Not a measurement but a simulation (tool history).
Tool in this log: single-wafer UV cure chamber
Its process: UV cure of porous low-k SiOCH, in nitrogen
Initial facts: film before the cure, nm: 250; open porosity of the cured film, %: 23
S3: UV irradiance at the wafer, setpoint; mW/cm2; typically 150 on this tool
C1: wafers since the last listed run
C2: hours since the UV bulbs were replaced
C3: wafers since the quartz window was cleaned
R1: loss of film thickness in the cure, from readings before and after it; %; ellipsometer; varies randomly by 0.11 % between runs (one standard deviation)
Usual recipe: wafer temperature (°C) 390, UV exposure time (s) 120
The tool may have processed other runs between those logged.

{"run": 1, "hour": 0.0, "wafer temperature (°C)": 390, "UV exposure time (s)": 90, "S3": 150, "C1": 0, "C2": 1187.8, "C3": 1373, "R1": 10.5}
{"run": 2, "hour": 18.8, "wafer temperature (°C)": 390, "UV exposure time (s)": 90, "S3": 150, "C1": 199, "C2": 1206.6, "C3": 1573, "R1": 10.467}
{"run": 3, "hour": 40.3, "wafer temperature (°C)": 390, "UV exposure time (s)": 120, "S3": 150, "C1": 228, "C2": 1228.1, "C3": 1802, "R1": 11.849}
{"run": 4, "hour": 64.7, "wafer temperature (°C)": 390, "UV exposure time (s)": 120, "S3": 150, "C1": 259, "C2": 1252.5, "C3": 2062, "R1": 11.928}
{"run": 5, "hour": 89.3, "wafer temperature (°C)": 390, "UV exposure time (s)": 120, "S3": 150, "C1": 261, "C2": 1277.1, "C3": 2323, "R1": 11.723}
{"run": 6, "hour": 109.5, "wafer temperature (°C)": 390, "UV exposure time (s)": 120, "S3": 150, "C1": 214, "C2": 1297.3, "C3": 2538, "R1": 11.886}
{"run": 7, "hour": 140.4, "wafer temperature (°C)": 390, "UV exposure time (s)": 120, "S3": 180, "C1": 328, "C2": 1328.2, "C3": 2867, "R1": 12.763}
{"run": 8, "hour": 158.3, "wafer temperature (°C)": 390, "UV exposure time (s)": 120, "S3": 180, "C1": 190, "C2": 1346.1, "C3": 3057, "R1": 12.729}
{"run": 9, "hour": 175.6, "wafer temperature (°C)": 390, "UV exposure time (s)": 120, "S3": 180, "C1": 184, "C2": 1363.4, "C3": 3241, "R1": 12.607}
{"run": 10, "hour": 190.0, "wafer temperature (°C)": 402, "UV exposure time (s)": 120, "S3": 150, "C1": 153, "C2": 1377.8, "C3": 3395, "R1": 12.024}
{"run": 11, "hour": 202.9, "wafer temperature (°C)": 402, "UV exposure time (s)": 120, "S3": 150, "C1": 137, "C2": 1390.7, "C3": 3532, "R1": 11.987}
{"hour": 216.3, "done": "quartz window cleaned"}
{"run": 12, "hour": 238.3, "wafer temperature (°C)": 402, "UV exposure time (s)": 120, "S3": 150, "C1": 291, "C2": 1426.1, "C3": 234, "R1": 11.862}
{"run": 13, "hour": 271.5, "wafer temperature (°C)": 390, "UV exposure time (s)": 155, "S3": 150, "C1": 353, "C2": 1459.3, "C3": 587, "R1": 12.968}
{"run": 14, "hour": 286.6, "wafer temperature (°C)": 390, "UV exposure time (s)": 120, "S3": 150, "C1": 160, "C2": 1474.4, "C3": 748, "R1": 11.845}
{"run": 15, "hour": 309.4, "wafer temperature (°C)": 390, "UV exposure time (s)": 120, "S3": 150, "C1": 242, "C2": 1497.2, "C3": 990, "R1": 11.811}
{"run": 16, "hour": 336.3, "wafer temperature (°C)": 390, "UV exposure time (s)": 120, "S3": 150, "C1": 286, "C2": 1524.1, "C3": 1276, "R1": 11.835}
{"run": 17, "hour": 368.5, "wafer temperature (°C)": 390, "UV exposure time (s)": 120, "S3": 150, "C1": 342, "C2": 1556.3, "C3": 1619, "R1": 11.853}
{"run": 18, "hour": 390.1, "wafer temperature (°C)": 390, "UV exposure time (s)": 120, "S3": 150, "C1": 229, "C2": 1577.9, "C3": 1849, "R1": 11.822}
{"run": 19, "hour": 411.1, "wafer temperature (°C)": 400, "UV exposure time (s)": 120, "S3": 150, "C1": 223, "C2": 1598.9, "C3": 2072, "R1": 11.983}
{"hour": 419.4, "done": "UV bulbs replaced"}
{"run": 20, "hour": 433.1, "wafer temperature (°C)": 400, "UV exposure time (s)": 120, "S3": 150, "C1": 148, "C2": 13.7, "C3": 2221, "R1": 11.985}
{"run": 21, "hour": 460.3, "wafer temperature (°C)": 390, "UV exposure time (s)": 65, "S3": 117, "C1": 289, "C2": 40.9, "C3": 2510, "R1": 8.027}
{"run": 22, "hour": 487.0, "wafer temperature (°C)": 390, "UV exposure time (s)": 50, "S3": 150, "C1": 284, "C2": 67.6, "C3": 2794, "R1": 7.761}
{"run": 23, "hour": 505.2, "wafer temperature (°C)": 390, "UV exposure time (s)": 120, "S3": 150, "C1": 193, "C2": 85.8, "C3": 2988, "R1": 12.103}
{"run": 24, "hour": 525.6, "wafer temperature (°C)": 384, "UV exposure time (s)": 120, "S3": 167, "C1": 216, "C2": 106.2, "C3": 3205, "R1": 12.293}
{"run": 25, "hour": 548.1, "wafer temperature (°C)": 396, "UV exposure time (s)": 160, "S3": 175, "C1": 239, "C2": 128.7, "C3": 3444, "R1": 14.349}
{"hour": 563.5, "done": "quartz window cleaned"}
{"run": 26, "hour": 568.5, "wafer temperature (°C)": 377, "UV exposure time (s)": 80, "S3": 150, "C1": 131, "C2": 149.1, "C3": 52, "R1": 9.693}
{"run": 27, "hour": 581.3, "wafer temperature (°C)": 390, "UV exposure time (s)": 120, "S3": 150, "C1": 136, "C2": 161.9, "C3": 188, "R1": 11.857}
{"run": 28, "hour": 608.6, "wafer temperature (°C)": 390, "UV exposure time (s)": 180, "S3": 123, "C1": 290, "C2": 189.2, "C3": 479, "R1": 12.753}
{"run": 29, "hour": 622.4, "wafer temperature (°C)": 397, "UV exposure time (s)": 145, "S3": 150, "C1": 146, "C2": 203, "C3": 625, "R1": 12.887}
{"run": 30, "hour": 639.9, "wafer temperature (°C)": 406, "UV exposure time (s)": 100, "S3": 150, "C1": 186, "C2": 220.5, "C3": 812, "R1": 11.353}
{"run": 31, "hour": 661.0, "wafer temperature (°C)": 390, "UV exposure time (s)": 120, "S3": 150, "C1": 224, "C2": 241.6, "C3": 1036, "R1": 11.761}
{"run": 32, "hour": 693.5, "wafer temperature (°C)": 405, "UV exposure time (s)": 120, "S3": 170, "C1": 345, "C2": 274.1, "C3": 1382, "R1": 12.681}
{"run": 33, "hour": 707.2, "wafer temperature (°C)": 409, "UV exposure time (s)": 170, "S3": 128, "C1": 145, "C2": 287.8, "C3": 1528, "R1": 13.051}
{"run": 34, "hour": 726.0, "wafer temperature (°C)": 390, "UV exposure time (s)": 120, "S3": 150, "C1": 199, "C2": 306.6, "C3": 1727, "R1": 11.765}
{"run": 35, "hour": 755.4, "wafer temperature (°C)": 390, "UV exposure time (s)": 95, "S3": 163, "C1": 312, "C2": 336, "C3": 2040, "R1": 11.102}
{"run": 36, "hour": 780.7, "wafer temperature (°C)": 390, "UV exposure time (s)": 145, "S3": 184, "C1": 269, "C2": 361.3, "C3": 2309, "R1": 13.547}
{"run": 37, "hour": 812.4, "wafer temperature (°C)": 390, "UV exposure time (s)": 120, "S3": 150, "C1": 337, "C2": 393, "C3": 2647, "R1": 11.77}
{"run": 38, "hour": 839.3, "wafer temperature (°C)": 373, "UV exposure time (s)": 120, "S3": 139, "C1": 286, "C2": 419.9, "C3": 2933, "R1": 11.397}
{"run": 39, "hour": 926.1, "wafer temperature (°C)": 390, "UV exposure time (s)": 120, "S3": 150, "C1": 923, "C2": 506.7, "C3": 3856, "R1": 11.897}
{"run": 40, "hour": 961.0, "wafer temperature (°C)": 390, "UV exposure time (s)": 120, "S3": 150, "C1": 371, "C2": 541.6, "C3": 4227, "R1": 11.768}

Hidden state at the last listed run before each entry between runs and at the first one after, where it differs:
Logged between run 11 and run 12: quartz window cleaned (hour 216.3)
  both runs share identical hidden conditions
Logged between run 19 and run 20: UV bulbs replaced (hour 419.4)
  both runs share identical hidden conditions
Logged between run 25 and run 26: quartz window cleaned (hour 563.5)
  both runs share identical hidden conditions

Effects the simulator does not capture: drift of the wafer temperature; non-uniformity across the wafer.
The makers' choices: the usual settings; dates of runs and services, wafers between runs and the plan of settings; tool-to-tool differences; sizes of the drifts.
